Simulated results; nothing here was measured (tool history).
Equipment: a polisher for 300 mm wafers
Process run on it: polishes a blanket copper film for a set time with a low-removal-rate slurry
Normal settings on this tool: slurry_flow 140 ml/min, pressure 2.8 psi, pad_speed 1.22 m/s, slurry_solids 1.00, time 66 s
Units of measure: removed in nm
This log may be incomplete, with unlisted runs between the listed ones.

| run | hour | slurry_flow | pressure | pad_speed | slurry_solids | time | wafers since the last listed run | wafers polished on this pad | hours since the slurry nozzle was cleaned | hours since the head pressure was calibrated | hours since the slurry blender was calibrated | incoming thickness of the incoming film, nm | removed |
|---|---|---|---|---|---|---|---|---|---|---|---|---|---|
| 1 | 0.0 | 140 | 2.8 | 1.22 | 1.00 | 59 | 0 | 178 | 231.1 | 316.0 | 103.3 | 1306.3 | 167.6 |
| 2 | 11.2 | 140 | 2.8 | 1.22 | 1.00 | 66 | 104 | 282 | 242.3 | 327.2 | 114.5 | 1316.1 | 191.4 |
| 3 | 20.4 | 170 | 2.8 | 1.22 | 1.00 | 66 | 86 | 368 | 251.5 | 336.4 | 123.7 | 1312.8 | 196.1 |
| 4 | 33.0 | 170 | 2.8 | 1.22 | 1.00 | 66 | 117 | 486 | 264.1 | 349.0 | 136.3 | 1331.2 | 193.6 |
| 5 | 48.8 | 140 | 2.8 | 1.22 | 1.00 | 66 | 147 | 634 | 279.9 | 364.8 | 152.1 | 1349.1 | 189.7 |
| 6 | 57.3 | 175 | 2.8 | 1.50 | 1.00 | 66 | 79 | 713 | 288.4 | 373.3 | 160.6 | 1333.9 | 239.7 |
|  | 61.4 | head pressure recalibrated |
| 7 | 64.6 | 175 | 2.8 | 1.50 | 1.00 | 66 | 49 | 763 | 295.7 | 3.2 | 167.9 | 1348.7 | 239.2 |
| 8 | 71.2 | 140 | 2.8 | 1.22 | 1.00 | 66 | 61 | 825 | 302.3 | 9.8 | 174.5 | 1340.7 | 189.5 |
| 9 | 80.4 | 140 | 2.8 | 1.22 | 1.00 | 66 | 86 | 911 | 311.5 | 19.0 | 183.7 | 1357.1 | 189.7 |
|  | 123.3 | worn pad replaced by a new one |
| 10 | 123.8 | 125 | 2.8 | 1.22 | 0.70 | 66 | 368 | 4 | 354.9 | 62.4 | 227.1 | 1316.2 | 171.9 |
| 11 | 129.0 | 155 | 2.8 | 1.22 | 1.30 | 60 | 48 | 53 | 360.1 | 67.6 | 232.3 | 1340.2 | 181.7 |
|  | 131.8 | slurry blender recalibrated |
| 12 | 144.0 | 140 | 2.5 | 1.08 | 1.15 | 83 | 121 | 175 | 375.1 | 82.6 | 12.2 | 1330.0 | 195.7 |
|  | 159.1 | slurry nozzle cleaned |
| 13 | 160.2 | 140 | 3.7 | 1.22 | 1.00 | 46 | 142 | 317 | 1.1 | 98.8 | 28.4 | 1329.7 | 170.3 |
| 14 | 174.7 | 180 | 2.8 | 1.22 | 0.80 | 66 | 135 | 452 | 15.6 | 113.3 | 42.9 | 1313.6 | 187.2 |

Run 15 is up next; what results do you expect?
| 15 | 184.9 | 170 | 2.8 | 1.22 | 1.00 | 66 | 95 | 548 | 25.8 | 123.5 | 53.1 | 1315.4 | ? |

removed: 196.9 nm
Had the tool carried no hidden state, the very same run would have given removed 196.9 nm.
